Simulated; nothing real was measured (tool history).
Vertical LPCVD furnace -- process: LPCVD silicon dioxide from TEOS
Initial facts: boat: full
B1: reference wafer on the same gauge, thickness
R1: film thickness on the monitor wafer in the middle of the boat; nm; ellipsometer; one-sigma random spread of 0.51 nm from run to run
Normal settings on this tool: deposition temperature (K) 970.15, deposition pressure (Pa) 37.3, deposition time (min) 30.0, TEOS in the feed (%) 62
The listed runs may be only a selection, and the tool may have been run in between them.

Run 1, hour 0.0: usual settings; B1 187.73. Result: R1 182.47 nm.
Run 2, hour 14.7: usual settings; B1 188.00. Result: R1 182.33 nm.
Run 3, hour 91.0: usual settings but deposition time (min) 26.0; B1 188.02. Result: R1 158.34 nm.
Run 4, hour 129.1: usual settings; B1 188.17. Result: R1 182.34 nm.
Run 5, hour 158.6: usual settings; B1 187.98. Result: R1 181.71 nm.
Run 6, hour 194.3: usual settings; B1 188.18. Result: R1 183.18 nm.
At hour 266.9: TEOS flow controller replaced.
Run 7, hour 283.5: usual settings but TEOS in the feed (%) 68; B1 187.91. Result: R1 191.43 nm.
Run 8, hour 318.7: usual settings but TEOS in the feed (%) 68; B1 188.02. Result: R1 191.77 nm.
Run 9, hour 349.7: usual settings but TEOS in the feed (%) 68; B1 188.11. Result: R1 191.11 nm.
At hour 390.6: thermocouples replaced and temperature profile calibrated.
Run 10, hour 391.1: usual settings; B1 187.94. Result: R1 182.95 nm.
Run 11, hour 394.8: usual settings but TEOS in the feed (%) 57; B1 187.85. Result: R1 175.21 nm.
Run 12, hour 410.3: usual settings but deposition temperature (K) 961.15, TEOS in the feed (%) 69; B1 188.26. Result: R1 155.71 nm.
Run 13, hour 424.0: usual settings but deposition time (min) 39.0; B1 188.17. Result: R1 238.08 nm.
Run 14, hour 450.2: usual settings but deposition time (min) 39.0; B1 188.29. Result: R1 238.20 nm.
Run 15, hour 475.2: usual settings but deposition temperature (K) 981.15, deposition time (min) 20.5; B1 187.91. Result: R1 161.81 nm.
Run 16, hour 492.2: usual settings but deposition temperature (K) 981.15, deposition pressure (Pa) 28.0; B1 188.11. Result: R1 203.93 nm.
Run 17, hour 508.1: usual settings but TEOS in the feed (%) 68; B1 187.84. Result: R1 191.84 nm.
Run 18, hour 540.7: usual settings but deposition temperature (K) 966.15, deposition time (min) 37.0; B1 188.24. Result: R1 205.34 nm.
Run 19, hour 555.2: usual settings; B1 188.02. Result: R1 183.00 nm.
At hour 579.4: pressure gauge zeroed.
Run 20, hour 585.2: usual settings but deposition temperature (K) 963.15, deposition pressure (Pa) 46.0, deposition time (min) 24.5; B1 188.20. Result: R1 140.98 nm.
Run 21, hour 605.7: usual settings but deposition temperature (K) 978.15, deposition pressure (Pa) 32.0, deposition time (min) 42.0, TEOS in the feed (%) 53; B1 187.89. Result: R1 264.04 nm.
At hour 633.7: gauge calibrated.
Run 22, hour 636.4: usual settings but deposition temperature (K) 974.15, deposition pressure (Pa) 46.7, TEOS in the feed (%) 50; B1 188.07. Result: R1 202.50 nm.
Run 23, hour 650.2: usual settings but deposition temperature (K) 978.15, deposition time (min) 22.0, TEOS in the feed (%) 71; B1 188.10. Result: R1 172.82 nm.
Run 24, hour 682.9: usual settings but deposition temperature (K) 976.15, deposition time (min) 23.0; B1 188.27. Result: R1 160.44 nm.
Run 25, hour 773.5: usual settings but TEOS in the feed (%) 69; B1 187.91. Result: R1 193.39 nm.
Run 26, hour 786.9: usual settings but deposition pressure (Pa) 34.0; B1 188.10. Result: R1 175.25 nm.

Predict the results of run 27:
Run 27, hour 812.6: usual settings but deposition temperature (K) 976.15, deposition time (min) 23.0, TEOS in the feed (%) 50; B1 ?. Result: R1 ?.

{"run 27": {"B1": 188.12, "R1": 144.37}}
The same run, on a tool lacking any hidden state, would have yielded R1 144.37 nm.
